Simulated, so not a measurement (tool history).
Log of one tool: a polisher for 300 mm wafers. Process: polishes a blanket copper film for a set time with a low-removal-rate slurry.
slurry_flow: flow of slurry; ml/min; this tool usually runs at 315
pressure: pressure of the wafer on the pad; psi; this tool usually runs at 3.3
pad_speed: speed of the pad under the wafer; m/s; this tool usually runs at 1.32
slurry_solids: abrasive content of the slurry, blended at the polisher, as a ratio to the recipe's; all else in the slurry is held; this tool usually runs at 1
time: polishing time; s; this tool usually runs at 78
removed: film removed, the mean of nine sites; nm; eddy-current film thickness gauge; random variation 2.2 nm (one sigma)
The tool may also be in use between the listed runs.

run	hour	slurry_flow	pressure	pad_speed	slurry_solids	time	wafers since the last listed run	wafers polished on this pad	hours since the slurry nozzle was cleaned	hours since the head pressure was calibrated	hours since the slurry blender was calibrated	incoming thickness of the incoming film, nm	removed
1	0	315	2.6	1.32	1	78	0	521	724.8	1182	117.6	1580.1	281.1
2	16.2	315	3.3	1.32	0.9	78	195	716	741	1198.2	133.8	1566.3	317.8
# hour 36.5: worn pad replaced by a new one
3	42.9	315	3.3	1.32	0.75	78	273	77	767.7	1224.9	160.5	1596.4	307.3
4	57.6	315	3.3	1.32	0.75	78	177	254	782.4	1239.6	175.2	1601.4	304.7
# hour 71.1: slurry blender recalibrated
5	71.5	315	3.3	1.32	0.75	78	143	397	796.3	1253.5	0.4	1584.6	314.3
6	81.4	315	3.3	1.32	1	78	119	517	806.2	1263.4	10.3	1573.7	329.3
7	91.8	315	3.3	1.32	1	78	125	642	816.6	1273.8	20.7	1574.2	331.1
# hour 102.1: worn pad replaced by a new one, of another model than before
8	102.6	315	3.3	1.32	1	78	81	6	827.4	1284.6	31.5	1608.7	329.9
# hour 109.7: head pressure recalibrated
9	116	390	3.3	0.96	1.2	78	137	143	840.8	6.3	44.9	1565.8	258.6
# hour 119.4: slurry nozzle cleaned
10	127.1	315	3.3	1.32	1	78	121	265	7.7	17.4	56	1574.8	326.3
11	140	315	2.7	1.32	1	68	155	420	20.6	30.3	68.9	1595.8	259.8
12	147.8	315	3.3	1.32	1	87	93	514	28.4	38.1	76.7	1567.6	360.2
13	162.1	315	3.3	1.32	0.8	78	172	686	42.7	52.4	91	1581.4	312.7
# hour 176.6: worn pad replaced by a new one
14	177.1	315	3.3	1.72	1	58	132	5	57.7	67.4	106	1589	306
15	191.6	315	3.3	1.32	1	78	174	180	72.2	81.9	120.5	1599.6	322.4
16	205	315	3.3	1.32	1.3	78	161	341	85.6	95.3	133.9	1606.8	329.4

Give the tool's hidden conditions for every run:
removal rate lost through wear of the pad, %: 0 in every run
slurry flow missing at the pad, %: 0 in every run
deviation of the head's pressure from its setpoint, %: 0 in every run
H1: abrasive missing from the slurry, %
run	H1
1	13.8
2	17.8
3	25.4
4	30.2
5	7.85
6	7.95
7	8.26
8	8.81
9	9.8
10	10.9
11	12.4
12	13.5
13	15.9
14	18.7
15	21.9
16	25.2
